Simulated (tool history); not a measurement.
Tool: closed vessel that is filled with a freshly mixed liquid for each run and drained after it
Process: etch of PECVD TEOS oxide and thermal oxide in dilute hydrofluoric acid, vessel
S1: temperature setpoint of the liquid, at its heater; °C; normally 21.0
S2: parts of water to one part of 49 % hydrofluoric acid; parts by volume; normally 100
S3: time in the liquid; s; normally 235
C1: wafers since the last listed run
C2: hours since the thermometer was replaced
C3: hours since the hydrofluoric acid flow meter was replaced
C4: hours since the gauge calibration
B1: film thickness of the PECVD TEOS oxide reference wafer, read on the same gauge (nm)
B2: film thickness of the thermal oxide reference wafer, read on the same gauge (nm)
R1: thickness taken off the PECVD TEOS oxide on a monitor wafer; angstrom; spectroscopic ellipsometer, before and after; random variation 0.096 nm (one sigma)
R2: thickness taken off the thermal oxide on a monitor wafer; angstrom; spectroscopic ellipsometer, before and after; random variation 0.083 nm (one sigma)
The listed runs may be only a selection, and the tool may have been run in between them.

run   hour    S1   S2   S3    C1     C2     C3     C4      B1     B2     R1     R2
  1    0.0  21.0  100  235     0   38.2  306.1   30.5  150.01  50.02  313.2  107.8
  2   12.2  21.0  100  235  1198   50.4  318.3   42.7  149.99  50.02  315.3  109.3
  3   29.7  21.0  100  235  1719   67.9  335.8   60.2  150.00  50.02  316.2  109.3
  4   45.1  24.0  100  235  1513   83.3  351.2   75.6  150.00  50.01  356.2  121.4
      48.9  -- hydrofluoric acid flow meter replaced
  5   59.0  19.0  100  150  1267   97.2   10.1   89.5  150.01  50.01  186.2   64.9
  6   68.5  21.0  100  160   933  106.7   19.6   99.0  149.98  49.99  215.9   73.9
  7   78.0  25.0  100  235   933  116.2   29.1  108.5  149.98  50.01  370.9  128.8
  8   89.0  19.0  135  365  1080  127.2   40.1  119.5  149.99  50.00  323.6  113.1
  9  106.4  26.0  120  290  1709  144.6   57.5  136.9  150.01  50.03  386.9  133.6
 10  117.9  21.0  100  235  1129  156.1   69.0  148.4  149.99  50.00  316.6  110.1
 11  133.4  21.0   70  235  1523  171.6   84.5  163.9  150.02  50.03  467.0  162.6
 12  149.6  22.5  100  285  1591  187.8  100.7  180.1  150.01  50.01  409.2  140.8
 13  159.3  19.0  100  235   953  197.5  110.4  189.8  149.98  49.98  292.1  100.3
 14  173.1  21.0  100  235  1355  211.3  124.2  203.6  150.00  50.02  317.0  110.3
 15  187.0  19.0  135  200  1365  225.2  138.1  217.5  150.00  50.02  178.2   61.6
 16  193.9  17.0   50  330   677  232.1  145.0  224.4  149.99  50.00  801.2  282.7
 17  200.6  21.0   65  320   658  238.8  151.7  231.1  150.02  50.04  695.3  241.4
 18  210.6  17.0  120  120   982  248.8  161.7  241.1  149.99  50.03  112.3   39.0
 19  225.3  19.5  100  370  1444  263.5  176.4  255.8  150.01  50.02  471.4  166.5
 20  239.6  21.0  100  235  1405  277.8  190.7  270.1  149.99  50.05  317.8  111.1
 21  256.9  21.0  100  125  1699  295.1  208.0  287.4  149.98  50.05  170.6   60.0
 22  269.5  21.0  135  160  1238  307.7  220.6  300.0  150.00  50.02  154.8   53.9
 23  282.1  21.0  140  235  1238  320.3  233.2  312.6  149.98  50.01  219.1   75.4
 24  296.5  21.0  100  235  1414  334.7  247.6  327.0  150.00  50.01  320.2  110.1
 25  309.2  19.0   70  175  1247  347.4  260.3  339.7  150.01  50.01  323.6  114.7

How the hidden state differs across the entries between the runs, from the last listed run before each to the first after it:
Run 4 -> run 5: hydrofluoric acid flow meter replaced (hour 48.9)
  liquid hotter than its thermometer reads (K): 0.464 -> 0.483
  difference, measured minus the result without the unlogged condition, R1: +6.4 -> +3.6 angstrom; R2: +2.2 -> +1.3 angstrom
